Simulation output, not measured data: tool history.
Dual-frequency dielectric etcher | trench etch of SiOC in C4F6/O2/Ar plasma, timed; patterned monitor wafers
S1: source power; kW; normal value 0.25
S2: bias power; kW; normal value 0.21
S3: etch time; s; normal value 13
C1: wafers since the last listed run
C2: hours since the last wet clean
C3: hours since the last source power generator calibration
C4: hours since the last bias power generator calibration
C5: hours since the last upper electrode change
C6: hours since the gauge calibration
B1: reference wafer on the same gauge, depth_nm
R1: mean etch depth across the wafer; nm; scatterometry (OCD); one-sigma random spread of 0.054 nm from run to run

{"run": 1, "hour": 0.0, "S1": 0.25, "S2": 0.21, "S3": 13, "C1": 0, "C2": 237.5, "C3": 3307.5, "C4": 1244.9, "C5": 4251.9, "C6": 238.2, "B1": 21.4, "R1": 24.96}
{"run": 2, "hour": 10.5, "S1": 0.25, "S2": 0.21, "S3": 13, "C1": 185, "C2": 248, "C3": 3318, "C4": 1255.4, "C5": 4262.4, "C6": 248.7, "B1": 21.41, "R1": 24.9}
{"run": 3, "hour": 22.4, "S1": 0.25, "S2": 0.21, "S3": 13, "C1": 210, "C2": 259.9, "C3": 3329.9, "C4": 1267.3, "C5": 4274.3, "C6": 260.6, "B1": 21.39, "R1": 24.86}
{"run": 4, "hour": 37.0, "S1": 0.25, "S2": 0.21, "S3": 13, "C1": 258, "C2": 274.5, "C3": 3344.5, "C4": 1281.9, "C5": 4288.9, "C6": 275.2, "B1": 21.39, "R1": 24.95}
{"run": 5, "hour": 48.7, "S1": 0.25, "S2": 0.21, "S3": 13, "C1": 207, "C2": 286.2, "C3": 3356.2, "C4": 1293.6, "C5": 4300.6, "C6": 286.9, "B1": 21.4, "R1": 24.87}
{"run": 6, "hour": 63.8, "S1": 0.25, "S2": 0.21, "S3": 13, "C1": 267, "C2": 301.3, "C3": 3371.3, "C4": 1308.7, "C5": 4315.7, "C6": 302, "B1": 21.4, "R1": 24.94}
{"hour": 64.6, "done": "gauge calibrated"}
{"run": 7, "hour": 72.8, "S1": 0.25, "S2": 0.21, "S3": 13, "C1": 159, "C2": 310.3, "C3": 3380.3, "C4": 1317.7, "C5": 4324.7, "C6": 8.2, "B1": 21.39, "R1": 24.75}
{"hour": 78.7, "done": "source power generator calibrated"}
{"run": 8, "hour": 88.8, "S1": 0.25, "S2": 0.21, "S3": 13, "C1": 212, "C2": 326.3, "C3": 10.1, "C4": 1333.7, "C5": 4340.7, "C6": 24.2, "B1": 21.41, "R1": 24.96}
{"run": 9, "hour": 96.5, "S1": 0.25, "S2": 0.21, "S3": 13, "C1": 136, "C2": 334, "C3": 17.8, "C4": 1341.4, "C5": 4348.4, "C6": 31.9, "B1": 21.39, "R1": 24.9}
{"run": 10, "hour": 104.4, "S1": 0.25, "S2": 0.21, "S3": 13, "C1": 139, "C2": 341.9, "C3": 25.7, "C4": 1349.3, "C5": 4356.3, "C6": 39.8, "B1": 21.41, "R1": 24.9}
{"run": 11, "hour": 120.6, "S1": 0.29, "S2": 0.244, "S3": 11, "C1": 286, "C2": 358.1, "C3": 41.9, "C4": 1365.5, "C5": 4372.5, "C6": 56, "B1": 21.41, "R1": 23.44}
{"run": 12, "hour": 131.9, "S1": 0.27, "S2": 0.164, "S3": 9, "C1": 200, "C2": 369.4, "C3": 53.2, "C4": 1376.8, "C5": 4383.8, "C6": 67.3, "B1": 21.4, "R1": 15.79}
{"hour": 165.1, "done": "upper electrode replaced"}
{"run": 13, "hour": 184.4, "S1": 0.27, "S2": 0.21, "S3": 16, "C1": 504, "C2": 421.9, "C3": 105.7, "C4": 1429.3, "C5": 19.3, "C6": 119.8, "B1": 21.4, "R1": 31.36}
{"run": 14, "hour": 194.0, "S1": 0.25, "S2": 0.21, "S3": 13, "C1": 169, "C2": 431.5, "C3": 115.3, "C4": 1438.9, "C5": 28.9, "C6": 129.4, "B1": 21.39, "R1": 24.8}
{"run": 15, "hour": 209.3, "S1": 0.25, "S2": 0.21, "S3": 13, "C1": 270, "C2": 446.8, "C3": 130.6, "C4": 1454.2, "C5": 44.2, "C6": 144.7, "B1": 21.4, "R1": 24.88}
{"hour": 236.6, "done": "wet clean of the chamber"}
{"run": 16, "hour": 237.1, "S1": 0.25, "S2": 0.21, "S3": 13, "C1": 67, "C2": 0.5, "C3": 158.4, "C4": 1482, "C5": 72, "C6": 172.5, "B1": 21.39, "R1": 24.78}
{"run": 17, "hour": 240.9, "S1": 0.28, "S2": 0.25, "S3": 11, "C1": 67, "C2": 4.3, "C3": 162.2, "C4": 1485.8, "C5": 75.8, "C6": 176.3, "B1": 21.4, "R1": 23.53}
{"hour": 257.7, "done": "bias power generator calibrated"}
{"run": 18, "hour": 258.1, "S1": 0.25, "S2": 0.23, "S3": 10, "C1": 233, "C2": 21.5, "C3": 179.4, "C4": 0.4, "C5": 93, "C6": 193.5, "B1": 21.41, "R1": 20.31}
{"run": 19, "hour": 292.8, "S1": 0.31, "S2": 0.241, "S3": 9.5, "C1": 614, "C2": 56.2, "C3": 214.1, "C4": 35.1, "C5": 127.7, "C6": 228.2, "B1": 21.4, "R1": 21.06}
{"run": 20, "hour": 305.0, "S1": 0.25, "S2": 0.21, "S3": 14.5, "C1": 215, "C2": 68.4, "C3": 226.3, "C4": 47.3, "C5": 139.9, "C6": 240.4, "B1": 21.4, "R1": 28.38}
{"run": 21, "hour": 318.8, "S1": 0.25, "S2": 0.21, "S3": 13, "C1": 244, "C2": 82.2, "C3": 240.1, "C4": 61.1, "C5": 153.7, "C6": 254.2, "B1": 21.39, "R1": 25.33}
{"run": 22, "hour": 329.6, "S1": 0.27, "S2": 0.257, "S3": 17, "C1": 191, "C2": 93, "C3": 250.9, "C4": 71.9, "C5": 164.5, "C6": 265, "B1": 21.41, "R1": 37.04}
{"run": 23, "hour": 343.5, "S1": 0.25, "S2": 0.21, "S3": 13, "C1": 246, "C2": 106.9, "C3": 264.8, "C4": 85.8, "C5": 178.4, "C6": 278.9, "B1": 21.4, "R1": 25.41}
{"run": 24, "hour": 357.4, "S1": 0.25, "S2": 0.192, "S3": 17, "C1": 246, "C2": 120.8, "C3": 278.7, "C4": 99.7, "C5": 192.3, "C6": 292.8, "B1": 21.4, "R1": 31.81}
{"hour": 358.4, "done": "gauge calibrated"}
{"run": 25, "hour": 366.0, "S1": 0.23, "S2": 0.245, "S3": 16, "C1": 152, "C2": 129.4, "C3": 287.3, "C4": 108.3, "C5": 200.9, "C6": 7.6, "B1": 21.41, "R1": 32.46}
{"run": 26, "hour": 374.8, "S1": 0.25, "S2": 0.21, "S3": 10.5, "C1": 155, "C2": 138.2, "C3": 296.1, "C4": 117.1, "C5": 209.7, "C6": 16.4, "B1": 21.39, "R1": 20.44}
{"run": 27, "hour": 390.3, "S1": 0.25, "S2": 0.21, "S3": 13, "C1": 274, "C2": 153.7, "C3": 311.6, "C4": 132.6, "C5": 225.2, "C6": 31.9, "B1": 21.4, "R1": 25.26}
{"run": 28, "hour": 404.9, "S1": 0.3, "S2": 0.26, "S3": 11.5, "C1": 258, "C2": 168.3, "C3": 326.2, "C4": 147.2, "C5": 239.8, "C6": 46.5, "B1": 21.4, "R1": 26.05}
{"run": 29, "hour": 414.7, "S1": 0.25, "S2": 0.21, "S3": 14.5, "C1": 173, "C2": 178.1, "C3": 336, "C4": 157, "C5": 249.6, "C6": 56.3, "B1": 21.4, "R1": 28.26}

5 ways to go on from here, each from the tool as it stands after run 29. What would each give?
{"run": "A", "hour": 415.1, "S1": 0.25, "S2": 0.185, "S3": 13, "C1": 7, "C2": 178.5, "C3": 336.4, "C4": 157.4, "C5": 250, "C6": 56.7, "B1": "?", "R1": "?"}
{"run": "B", "hour": 415.1, "S1": 0.3, "S2": 0.163, "S3": 16.5, "C1": 7, "C2": 178.5, "C3": 336.4, "C4": 157.4, "C5": 250, "C6": 56.7, "B1": "?", "R1": "?"}
{"run": "C", "hour": 415.1, "S1": 0.25, "S2": 0.186, "S3": 13, "C1": 7, "C2": 178.5, "C3": 336.4, "C4": 157.4, "C5": 250, "C6": 56.7, "B1": "?", "R1": "?"}
{"run": "D", "hour": 415.1, "S1": 0.25, "S2": 0.237, "S3": 17, "C1": 7, "C2": 178.5, "C3": 336.4, "C4": 157.4, "C5": 250, "C6": 56.7, "B1": "?", "R1": "?"}
{"run": "E", "hour": 415.1, "S1": 0.25, "S2": 0.21, "S3": 11.5, "C1": 7, "C2": 178.5, "C3": 336.4, "C4": 157.4, "C5": 250, "C6": 56.7, "B1": "?", "R1": "?"}

run=A B1=21.4 R1=23.89
run=B B1=21.4 R1=30.31
run=C B1=21.4 R1=23.95
run=D B1=21.4 R1=34.89
run=E B1=21.4 R1=22.37
Without the tool's unlogged condition, the same runs would have read:
run=A R1=23.89
run=B R1=30.31
run=C R1=23.95
run=D R1=34.9
run=E R1=22.37
